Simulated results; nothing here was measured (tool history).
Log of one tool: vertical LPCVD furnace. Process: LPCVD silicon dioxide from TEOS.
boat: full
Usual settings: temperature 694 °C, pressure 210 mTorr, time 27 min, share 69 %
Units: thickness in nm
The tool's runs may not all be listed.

run	hour	temperature	pressure	time	share	read-back reference wafer on the same gauge, thickness	thickness
1	0	694	210	27	69	170.03	159.8
2	35.5	694	210	27	69	170.05	159.86
3	76.2	694	210	35	69	170.07	207.71
4	100.8	694	210	27	69	169.98	159.86
5	152.3	694	210	27	69	169.98	159.84
6	181.5	694	210	27	69	170	160.21
7	209.5	694	210	27	69	169.96	159.81
8	270.2	694	210	27	69	169.98	159.79
9	331.2	694	210	27	69	169.97	160.54
10	370	687	210	27	73	170	140.43
# hour 425.1: pressure gauge zeroed
11	433.8	687	210	27	73	170.02	136.78
12	458	694	210	27	69	169.94	157.23
13	514	694	210	27	69	169.98	157.6
14	558.3	694	210	27	69	170	157.61
15	611	694	210	27	69	169.97	158.42
# hour 627.3: gauge calibrated
16	647.5	688	195	22	69	170.06	108.41
17	691.9	694	210	38	69	170.04	222.9
# hour 754.9: thermocouples replaced and temperature profile calibrated
18	755.4	694	210	30	64	169.97	164.17
19	923.9	685	210	27	63	170.04	119.25
# hour 970.4: TEOS flow controller replaced
20	970.9	694	175	27	76	169.91	148.64
21	995.5	684	175	30.5	59	169.99	116.59
22	1041.8	694	210	27	69	170.01	154.85
23	1103.4	701	230	18.5	64	170.06	126.31
24	1140.4	685	210	27	63	170	119.73
25	1169.9	694	210	18.5	69	169.99	106.31
26	1203.5	694	210	27	69	169.97	155.5
27	1256.2	694	225	34	69	170.07	203.07

3 ways to go on from here, each from the tool as it stands after run 27. What would each give?
A	1259.6	694	235	27	69	?	?
B	1259.6	690	240	27	69	?	?
C	1259.6	694	255	27	69	?	?

run	read-back reference wafer on the same gauge, thickness	thickness
A	169.99	164.64
B	169.99	151.34
C	169.99	171.34
Without the tool's hidden state the same runs would have given:
run	thickness
A	160.42
B	147.48
C	167.11
